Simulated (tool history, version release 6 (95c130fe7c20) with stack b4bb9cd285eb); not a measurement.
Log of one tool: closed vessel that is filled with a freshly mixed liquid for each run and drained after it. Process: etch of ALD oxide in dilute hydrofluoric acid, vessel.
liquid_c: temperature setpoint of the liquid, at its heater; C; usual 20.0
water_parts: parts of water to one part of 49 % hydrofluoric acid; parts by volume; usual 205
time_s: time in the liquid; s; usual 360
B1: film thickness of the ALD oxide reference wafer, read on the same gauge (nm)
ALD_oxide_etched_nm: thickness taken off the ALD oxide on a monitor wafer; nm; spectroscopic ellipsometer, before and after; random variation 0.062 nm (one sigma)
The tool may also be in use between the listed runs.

Run 1, hour 0.0: usual settings; B1 70.04. Result: ALD_oxide_etched_nm 17.21 nm.
Run 2, hour 84.5: usual settings; B1 69.95. Result: ALD_oxide_etched_nm 17.43 nm.
Run 3, hour 179.3: usual settings; B1 70.00. Result: ALD_oxide_etched_nm 17.36 nm.
At hour 255.4: hydrofluoric acid flow meter replaced.
Run 4, hour 384.9: usual settings; B1 70.03. Result: ALD_oxide_etched_nm 17.46 nm.
Run 5, hour 465.4: usual settings but water_parts 130 parts by volume, time_s 295 s; B1 70.03. Result: ALD_oxide_etched_nm 24.41 nm.
Run 6, hour 503.0: usual settings but time_s 285 s; B1 69.94. Result: ALD_oxide_etched_nm 13.89 nm.
Run 7, hour 582.6: usual settings but time_s 285 s; B1 69.99. Result: ALD_oxide_etched_nm 13.94 nm.
Run 8, hour 652.4: usual settings but liquid_c 17.5 C; B1 69.96. Result: ALD_oxide_etched_nm 15.91 nm.
Run 9, hour 730.9: usual settings but liquid_c 17.5 C; B1 69.98. Result: ALD_oxide_etched_nm 16.00 nm.
Run 10, hour 823.1: usual settings but liquid_c 22.0 C, time_s 215 s; B1 69.99. Result: ALD_oxide_etched_nm 11.32 nm.
Run 11, hour 867.2: usual settings but time_s 430 s; B1 70.00. Result: ALD_oxide_etched_nm 21.06 nm.
At hour 881.4: hydrofluoric acid flow meter replaced.
Run 12, hour 969.3: usual settings; B1 69.98. Result: ALD_oxide_etched_nm 17.66 nm.
Run 13, hour 1027.6: usual settings; B1 70.00. Result: ALD_oxide_etched_nm 17.69 nm.
Run 14, hour 1087.6: usual settings but liquid_c 17.0 C, water_parts 130 parts by volume; B1 70.02. Result: ALD_oxide_etched_nm 26.70 nm.
Run 15, hour 1147.4: usual settings but liquid_c 17.0 C, water_parts 130 parts by volume; B1 70.00. Result: ALD_oxide_etched_nm 26.78 nm.
Run 16, hour 1251.1: usual settings but liquid_c 17.0 C, water_parts 130 parts by volume; B1 69.98. Result: ALD_oxide_etched_nm 26.88 nm.
Run 17, hour 1358.3: usual settings but water_parts 260 parts by volume, time_s 530 s; B1 69.99. Result: ALD_oxide_etched_nm 19.41 nm.
At hour 1399.8: hydrofluoric acid flow meter replaced.
Run 18, hour 1420.6: usual settings but water_parts 115 parts by volume; B1 69.98. Result: ALD_oxide_etched_nm 34.90 nm.
Run 19, hour 1502.3: usual settings; B1 69.99. Result: ALD_oxide_etched_nm 17.74 nm.
At hour 1527.0: thermometer replaced.
At hour 1564.0: gauge calibrated.
Run 20, hour 1602.0: usual settings but liquid_c 23.0 C, water_parts 270 parts by volume, time_s 190 s; B1 69.96. Result: ALD_oxide_etched_nm 7.58 nm.
Run 21, hour 1661.1: usual settings but liquid_c 17.0 C, water_parts 270 parts by volume, time_s 165 s; B1 69.97. Result: ALD_oxide_etched_nm 5.30 nm.
Run 22, hour 1697.8: usual settings but liquid_c 24.0 C, time_s 270 s; B1 70.01. Result: ALD_oxide_etched_nm 15.78 nm.
Run 23, hour 1781.2: usual settings; B1 69.99. Result: ALD_oxide_etched_nm 18.27 nm.
Run 24, hour 1840.0: usual settings but liquid_c 24.5 C; B1 70.00. Result: ALD_oxide_etched_nm 21.48 nm.
Run 25, hour 1896.1: usual settings but liquid_c 22.0 C, water_parts 300 parts by volume, time_s 460 s; B1 69.98. Result: ALD_oxide_etched_nm 15.55 nm.
At hour 1934.4: hydrofluoric acid flow meter replaced.
Run 26, hour 1990.6: usual settings but liquid_c 18.0 C, water_parts 175 parts by volume; B1 69.98. Result: ALD_oxide_etched_nm 20.44 nm.
Run 27, hour 2038.4: usual settings but water_parts 140 parts by volume; B1 70.01. Result: ALD_oxide_etched_nm 28.54 nm.
At hour 2108.3: thermometer replaced, repeated, since the last time left the tool worse.
Run 28, hour 2114.1: usual settings but liquid_c 18.5 C, water_parts 165 parts by volume, time_s 515 s; B1 70.02. Result: ALD_oxide_etched_nm 30.02 nm.
Run 29, hour 2163.9: usual settings; B1 70.02. Result: ALD_oxide_etched_nm 17.29 nm.
Run 30, hour 2225.7: usual settings but liquid_c 24.5 C, water_parts 285 parts by volume, time_s 160 s; B1 70.03. Result: ALD_oxide_etched_nm 6.01 nm.
Run 31, hour 2329.6: usual settings; B1 69.97. Result: ALD_oxide_etched_nm 17.23 nm.
Run 32, hour 2422.7: usual settings but water_parts 235 parts by volume; B1 69.96. Result: ALD_oxide_etched_nm 14.60 nm.
At hour 2536.6: hydrofluoric acid flow meter replaced.
Run 33, hour 2588.2: usual settings but liquid_c 24.5 C, water_parts 170 parts by volume; B1 69.99. Result: ALD_oxide_etched_nm 25.77 nm.

Hidden state or all else? Some run-to-run changes of ALD_oxide_etched_nm, split into what the settings, what came in and random variation would give without the hidden state, and what is left for the hidden state (with any gauge scatter that isn't in both results):
The hidden state here: liquid hotter than its thermometer reads (K); hydrofluoric acid flow above the setpoint (%); gauge reads high (%).
Run 17 -> 18: water_parts 260 -> 115, time_s 530 -> 360, hydrofluoric acid flow meter replaced. ALD_oxide_etched_nm +15.49 nm: hidden state +0.61, all else +14.88.
Run 18 -> 19: water_parts 115 -> 205. ALD_oxide_etched_nm -17.16 nm: hidden state -0.60, all else -16.56.
Run 27 -> 28: liquid_c 20.0 -> 18.5, water_parts 140 -> 165, time_s 360 -> 515, thermometer replaced, repeated, since the last time left the tool worse. ALD_oxide_etched_nm +1.48 nm: hidden state -1.82, all else +3.30.
Run 28 -> 29: liquid_c 18.5 -> 20.0, water_parts 165 -> 205, time_s 515 -> 360. ALD_oxide_etched_nm -12.73 nm: hidden state +0.02, all else -12.75.
